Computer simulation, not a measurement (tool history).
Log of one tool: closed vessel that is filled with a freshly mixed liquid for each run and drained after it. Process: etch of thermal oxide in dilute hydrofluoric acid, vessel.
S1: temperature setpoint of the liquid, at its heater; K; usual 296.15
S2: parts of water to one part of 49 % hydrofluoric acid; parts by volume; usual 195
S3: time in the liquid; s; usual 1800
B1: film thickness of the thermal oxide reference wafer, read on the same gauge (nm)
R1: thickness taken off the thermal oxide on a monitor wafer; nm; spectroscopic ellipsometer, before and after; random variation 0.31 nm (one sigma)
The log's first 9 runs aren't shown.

{"day": 4.179, "done": "hydrofluoric acid flow meter replaced"}
{"run": 10, "day": 4.321, "S1": 296.15, "S2": 195, "S3": 1800, "B1": 59.97, "R1": 37.24}
{"run": 11, "day": 4.883, "S1": 296.15, "S2": 195, "S3": 2830, "B1": 60.0, "R1": 59.72}
{"run": 12, "day": 5.254, "S1": 296.15, "S2": 195, "S3": 1800, "B1": 60.0, "R1": 38.32}
{"run": 13, "day": 5.525, "S1": 294.65, "S2": 165, "S3": 2860, "B1": 60.01, "R1": 69.24}
{"run": 14, "day": 5.854, "S1": 301.15, "S2": 250, "S3": 2570, "B1": 60.02, "R1": 47.51}
{"day": 6.183, "done": "gauge calibrated"}
{"run": 15, "day": 6.292, "S1": 296.15, "S2": 195, "S3": 1800, "B1": 60.01, "R1": 37.92}
{"run": 16, "day": 6.788, "S1": 292.65, "S2": 110, "S3": 2665, "B1": 59.97, "R1": 94.65}
{"run": 17, "day": 7.404, "S1": 296.15, "S2": 195, "S3": 1800, "B1": 59.99, "R1": 37.77}
{"run": 18, "day": 8.412, "S1": 296.15, "S2": 165, "S3": 845, "B1": 60.02, "R1": 21.6}
{"run": 19, "day": 8.779, "S1": 297.65, "S2": 225, "S3": 1295, "B1": 60.03, "R1": 24.52}
{"run": 20, "day": 9.2, "S1": 296.15, "S2": 195, "S3": 1800, "B1": 60.0, "R1": 37.6}
{"run": 21, "day": 9.546, "S1": 294.15, "S2": 195, "S3": 1800, "B1": 60.02, "R1": 35.05}
{"run": 22, "day": 9.833, "S1": 293.65, "S2": 100, "S3": 1800, "B1": 60.02, "R1": 73.97}
{"day": 10.108, "done": "thermometer replaced"}
{"run": 23, "day": 10.388, "S1": 297.65, "S2": 195, "S3": 2020, "B1": 59.99, "R1": 44.65}
{"run": 24, "day": 11.054, "S1": 296.15, "S2": 195, "S3": 1800, "B1": 60.01, "R1": 37.96}
{"run": 25, "day": 11.708, "S1": 293.65, "S2": 235, "S3": 2305, "B1": 59.98, "R1": 35.5}
{"run": 26, "day": 11.967, "S1": 296.15, "S2": 195, "S3": 2710, "B1": 60.02, "R1": 56.76}
{"run": 27, "day": 12.646, "S1": 300.65, "S2": 115, "S3": 1100, "B1": 60.0, "R1": 50.76}
{"run": 28, "day": 13.246, "S1": 296.15, "S2": 195, "S3": 1800, "B1": 60.02, "R1": 38.04}
{"run": 29, "day": 13.962, "S1": 296.15, "S2": 195, "S3": 1800, "B1": 60.0, "R1": 38.4}

Forecast run 30:
{"run": 30, "day": 14.692, "S1": 296.15, "S2": 120, "S3": 1150, "B1": "?", "R1": "?"}

{"run 30": {"B1": 60.0, "R1": 42.92}}
Without the tool's hidden state the same run would have given R1 42.92 nm.
